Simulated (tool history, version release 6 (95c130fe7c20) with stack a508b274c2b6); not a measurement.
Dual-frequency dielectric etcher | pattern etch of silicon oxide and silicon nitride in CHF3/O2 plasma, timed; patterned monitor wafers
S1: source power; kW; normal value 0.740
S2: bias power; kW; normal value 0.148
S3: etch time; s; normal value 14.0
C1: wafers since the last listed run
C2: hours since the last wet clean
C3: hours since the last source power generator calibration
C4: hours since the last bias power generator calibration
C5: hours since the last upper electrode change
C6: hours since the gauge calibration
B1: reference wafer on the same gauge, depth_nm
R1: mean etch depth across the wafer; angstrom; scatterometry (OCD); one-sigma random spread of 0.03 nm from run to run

run 1 hour=0.0 | S1=0.740 S2=0.148 S3=14.0 | C1=0 C2=471.1 C3=2632.8 C4=2708.7 C5=4075.3 C6=69.5 | B1=20.91 | R1=199.0
run 2 hour=37.6 | S1=0.740 S2=0.148 S3=14.0 | C1=563 C2=508.7 C3=2670.4 C4=2746.3 C5=4112.9 C6=107.1 | B1=20.89 | R1=199.0
run 3 hour=101.6 | S1=0.740 S2=0.148 S3=14.0 | C1=959 C2=572.7 C3=2734.4 C4=2810.3 C5=4176.9 C6=171.1 | B1=20.89 | R1=198.9
-- hour=185.4 wet clean of the chamber
run 4 hour=185.9 | S1=0.740 S2=0.148 S3=14.0 | C1=904 C2=0.5 C3=2818.7 C4=2894.6 C5=4261.2 C6=255.4 | B1=20.91 | R1=194.8
run 5 hour=231.5 | S1=0.740 S2=0.148 S3=14.0 | C1=683 C2=46.1 C3=2864.3 C4=2940.2 C5=4306.8 C6=301.0 | B1=20.90 | R1=194.7
run 6 hour=291.9 | S1=0.740 S2=0.148 S3=14.0 | C1=905 C2=106.5 C3=2924.7 C4=3000.6 C5=4367.2 C6=361.4 | B1=20.90 | R1=195.6
run 7 hour=442.3 | S1=0.840 S2=0.148 S3=12.0 | C1=2255 C2=256.9 C3=3075.1 C4=3151.0 C5=4517.6 C6=511.8 | B1=20.90 | R1=177.8
run 8 hour=491.3 | S1=0.740 S2=0.161 S3=13.0 | C1=734 C2=305.9 C3=3124.1 C4=3200.0 C5=4566.6 C6=560.8 | B1=20.90 | R1=185.9
run 9 hour=553.3 | S1=0.740 S2=0.161 S3=13.0 | C1=929 C2=367.9 C3=3186.1 C4=3262.0 C5=4628.6 C6=622.8 | B1=20.89 | R1=186.1
-- hour=587.6 source power generator calibrated
-- hour=661.9 bias power generator calibrated
-- hour=676.6 upper electrode replaced
run 10 hour=677.1 | S1=0.740 S2=0.161 S3=13.0 | C1=1516 C2=491.7 C3=89.5 C4=15.2 C5=0.5 C6=746.6 | B1=20.91 | R1=190.5
run 11 hour=693.1 | S1=0.630 S2=0.165 S3=12.5 | C1=239 C2=507.7 C3=105.5 C4=31.2 C5=16.5 C6=762.6 | B1=20.90 | R1=171.0
-- hour=734.6 gauge calibrated
run 12 hour=739.4 | S1=0.870 S2=0.148 S3=14.0 | C1=694 C2=554.0 C3=151.8 C4=77.5 C5=62.8 C6=4.8 | B1=20.89 | R1=216.5
run 13 hour=772.8 | S1=0.640 S2=0.179 S3=17.5 | C1=500 C2=587.4 C3=185.2 C4=110.9 C5=96.2 C6=38.2 | B1=20.90 | R1=247.1
run 14 hour=811.7 | S1=0.740 S2=0.148 S3=14.0 | C1=583 C2=626.3 C3=224.1 C4=149.8 C5=135.1 C6=77.1 | B1=20.91 | R1=202.1
-- hour=877.4 wet clean of the chamber
run 15 hour=877.9 | S1=0.740 S2=0.120 S3=14.0 | C1=632 C2=0.5 C3=290.3 C4=216.0 C5=201.3 C6=143.3 | B1=20.89 | R1=188.8
run 16 hour=925.7 | S1=0.910 S2=0.130 S3=11.5 | C1=716 C2=48.3 C3=338.1 C4=263.8 C5=249.1 C6=191.1 | B1=20.92 | R1=173.9
run 17 hour=956.8 | S1=0.870 S2=0.148 S3=14.0 | C1=466 C2=79.4 C3=369.2 C4=294.9 C5=280.2 C6=222.2 | B1=20.90 | R1=214.3
run 18 hour=1002.1 | S1=0.810 S2=0.176 S3=15.0 | C1=679 C2=124.7 C3=414.5 C4=340.2 C5=325.5 C6=267.5 | B1=20.90 | R1=232.5
run 19 hour=1071.7 | S1=0.560 S2=0.121 S3=14.0 | C1=1043 C2=194.3 C3=484.1 C4=409.8 C5=395.1 C6=337.1 | B1=20.90 | R1=167.3
run 20 hour=1107.2 | S1=0.600 S2=0.132 S3=17.5 | C1=532 C2=229.8 C3=519.6 C4=445.3 C5=430.6 C6=372.6 | B1=20.89 | R1=220.8
run 21 hour=1157.8 | S1=0.740 S2=0.148 S3=14.0 | C1=758 C2=280.4 C3=570.2 C4=495.9 C5=481.2 C6=423.2 | B1=20.90 | R1=200.4

Branching from run 21: 3 alternative next runs. What would each branch give?
run A hour=1158.2 | S1=0.740 S2=0.148 S3=14.0 | C1=5 C2=280.8 C3=570.6 C4=496.3 C5=481.6 C6=423.6 | B1=? | R1=?
run B hour=1158.2 | S1=0.740 S2=0.148 S3=17.0 | C1=5 C2=280.8 C3=570.6 C4=496.3 C5=481.6 C6=423.6 | B1=? | R1=?
run C hour=1158.2 | S1=0.850 S2=0.120 S3=11.5 | C1=5 C2=280.8 C3=570.6 C4=496.3 C5=481.6 C6=423.6 | B1=? | R1=?

run=A B1=20.90 R1=200.5
run=B B1=20.90 R1=243.5
run=C B1=20.90 R1=167.0
With the hidden condition removed and each run's random variation left untouched, the same runs would have given:
run=A R1=198.9
run=B R1=241.5
run=C R1=165.7
